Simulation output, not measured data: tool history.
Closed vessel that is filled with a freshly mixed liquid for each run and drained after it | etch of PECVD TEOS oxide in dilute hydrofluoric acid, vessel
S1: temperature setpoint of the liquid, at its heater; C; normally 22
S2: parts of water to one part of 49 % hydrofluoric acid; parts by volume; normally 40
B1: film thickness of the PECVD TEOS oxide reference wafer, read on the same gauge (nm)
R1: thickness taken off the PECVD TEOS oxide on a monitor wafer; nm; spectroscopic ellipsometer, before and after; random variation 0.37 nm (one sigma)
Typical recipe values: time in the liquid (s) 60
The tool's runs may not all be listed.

Run 1, hour 0: usual settings but S1 19.5 C; B1 109.99. Result: R1 39.37 nm.
Run 2, hour 105.2: usual settings; B1 110.01. Result: R1 45.52 nm.
Run 3, hour 180.7: usual settings; B1 109.99. Result: R1 45.23 nm.
Run 4, hour 261.5: usual settings; B1 110.01. Result: R1 46.27 nm.
At hour 293.2: thermometer replaced.
Run 5, hour 307.3: usual settings; B1 110. Result: R1 40.88 nm.
Run 6, hour 395.2: usual settings but S2 50 parts by volume; B1 110.01. Result: R1 33.2 nm.
Run 7, hour 505.3: usual settings but S1 23.5 C; B1 110.01. Result: R1 45.09 nm.
Run 8, hour 598: usual settings but S1 23.5 C; B1 110.02. Result: R1 45.4 nm.
At hour 697.2: gauge calibrated.
Run 9, hour 701.8: usual settings but S1 23.5 C; B1 110.01. Result: R1 46.06 nm.
Run 10, hour 778.1: usual settings but S1 26 C, S2 50 parts by volume, time in the liquid (s) 85; B1 110. Result: R1 58.76 nm.
Run 11, hour 817.4: usual settings; B1 110. Result: R1 44.92 nm.
Run 12, hour 876.6: usual settings but S1 26.5 C, S2 60 parts by volume; B1 109.99. Result: R1 34.88 nm.
At hour 893.7: hydrofluoric acid flow meter replaced.
At hour 923.8: thermometer replaced.
Run 13, hour 983.2: usual settings but S1 19.5 C, time in the liquid (s) 45; B1 109.99. Result: R1 28.17 nm.
Run 14, hour 1027.6: usual settings but time in the liquid (s) 80; B1 110.01. Result: R1 55.2 nm.
Run 15, hour 1082.6: usual settings but time in the liquid (s) 90; B1 109.99. Result: R1 63.66 nm.
Run 16, hour 1129.2: usual settings but time in the liquid (s) 40; B1 110. Result: R1 28.74 nm.
Run 17, hour 1225.3: usual settings but time in the liquid (s) 90; B1 110.01. Result: R1 63.6 nm.
Run 18, hour 1279.8: usual settings but S1 24 C, S2 30 parts by volume, time in the liquid (s) 45; B1 110. Result: R1 48.51 nm.

Alternative continuations, all from the tool just after run 18; predict every row:
Run A, hour 1280.5: usual settings but S1 25 C; B1 ?. Result: R1 ?.
Run B, hour 1280.5: usual settings but S1 24 C, S2 20 parts by volume; B1 ?. Result: R1 ?.
Run C, hour 1280.5: usual settings but S1 24 C, S2 50 parts by volume, time in the liquid (s) 75; B1 ?. Result: R1 ?.
Run D, hour 1280.5: usual settings but S1 27 C; B1 ?. Result: R1 ?.
Run E, hour 1280.5: usual settings but S1 20 C, S2 25 parts by volume, time in the liquid (s) 75; B1 ?. Result: R1 ?.

run      B1     R1
  A  109.98  50.33
  B  109.98  99.39
  C  109.98  47.65
  D  109.98  54.56
  E  109.98  83.38
Stripped of hidden state, with their random variation kept, the same runs would have yielded:
run     R1
  A  47.06
  B  92.78
  C  44.56
  D  51.07
  E   77.7
